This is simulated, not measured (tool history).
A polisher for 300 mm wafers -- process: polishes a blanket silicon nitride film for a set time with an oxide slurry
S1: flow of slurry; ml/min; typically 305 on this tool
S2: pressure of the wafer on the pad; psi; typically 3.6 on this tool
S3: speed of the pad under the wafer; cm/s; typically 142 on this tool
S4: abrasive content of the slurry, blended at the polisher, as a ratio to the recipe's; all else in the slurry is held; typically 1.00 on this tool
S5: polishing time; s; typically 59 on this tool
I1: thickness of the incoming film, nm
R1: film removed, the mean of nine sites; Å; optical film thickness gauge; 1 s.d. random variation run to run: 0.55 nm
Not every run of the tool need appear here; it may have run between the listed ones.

Run 1, hour 0.0: usual settings; I1 259.2. Result: R1 535 Å.
At hour 68.8: worn pad replaced by a new one.
Run 2, hour 70.4: usual settings; I1 263.6. Result: R1 534 Å.
Run 3, hour 100.7: usual settings; I1 258.8. Result: R1 529 Å.
At hour 138.5: slurry blender recalibrated.
At hour 146.7: conditioning disc replaced and pad reconditioned.
Run 4, hour 160.6: usual settings but S4 0.85, S5 44 s; I1 256.6. Result: R1 397 Å.
Run 5, hour 206.9: usual settings but S2 3.2 psi; I1 264.9. Result: R1 510 Å.
Run 6, hour 252.4: usual settings but S2 3.2 psi; I1 256.4. Result: R1 517 Å.
At hour 260.5: worn pad replaced by a new one.
At hour 324.5: slurry blender recalibrated.
Run 7, hour 370.3: usual settings but S2 3.2 psi; I1 259.3. Result: R1 507 Å.
Run 8, hour 408.0: usual settings but S2 4.6 psi; I1 255.8. Result: R1 634 Å.
At hour 461.8: conditioning disc replaced and pad reconditioned.
Run 9, hour 462.3: usual settings but S2 4.6 psi; I1 260.9. Result: R1 687 Å.
At hour 476.1: worn pad replaced by a new one.
At hour 479.8: slurry nozzle cleaned.
Run 10, hour 518.3: usual settings; I1 258.9. Result: R1 589 Å.
At hour 523.6: slurry blender recalibrated.
At hour 548.4: head pressure recalibrated.
Run 11, hour 548.9: usual settings but S5 65 s; I1 259.6. Result: R1 643 Å.
Run 12, hour 597.8: usual settings but S1 205 ml/min; I1 257.8. Result: R1 548 Å.
Run 13, hour 662.2: usual settings but S2 3.1 psi; I1 264.5. Result: R1 509 Å.
Run 14, hour 693.8: usual settings but S1 350 ml/min; I1 261.4. Result: R1 569 Å.
At hour 703.1: worn pad replaced by a new one.
At hour 720.3: slurry blender recalibrated.
Run 15, hour 758.6: usual settings; I1 264.4. Result: R1 554 Å.
Run 16, hour 806.7: usual settings; I1 258.5. Result: R1 529 Å.
At hour 817.3: conditioning disc replaced and pad reconditioned.
Run 17, hour 832.7: usual settings but S1 210 ml/min, S2 2.7 psi; I1 263.7. Result: R1 441 Å.
Run 18, hour 870.7: usual settings but S1 385 ml/min, S2 4.6 psi, S4 0.85, S5 40 s; I1 260.4. Result: R1 443 Å.
At hour 892.5: worn pad replaced by a new one.
At hour 931.0: slurry blender recalibrated.
Run 19, hour 934.6: usual settings but S1 340 ml/min, S2 2.5 psi, S3 126 cm/s; I1 260.8. Result: R1 399 Å.
Run 20, hour 995.2: usual settings but S4 0.85; I1 259.8. Result: R1 509 Å.
Run 21, hour 1033.0: usual settings; I1 260.0. Result: R1 546 Å.

A few steps of R1 between consecutive runs. Split each: what settings, incoming material and random variation would produce without the hidden state, and what is left over for the hidden state, along with gauge scatter present in only one of the two compared results (measured, and without hidden state):
The tool's hidden condition here consists of: removal rate lost through wear of the pad, %; slurry flow missing at the pad, %; deviation of the head's pressure from its setpoint, %; abrasive missing from the slurry, %; time polished since the conditioner stopped cutting, s.
Run 3 -> 4: S4 1.00 -> 0.85, S5 59 -> 44, slurry blender recalibrated, conditioning disc replaced and pad reconditioned. R1 -132 Å: hidden state +60, all else -192.
Run 7 -> 8: S2 3.2 -> 4.6. R1 +127 Å: hidden state -34, all else +161.
Run 8 -> 9: conditioning disc replaced and pad reconditioned. R1 +53 Å: hidden state +50, all else +3.
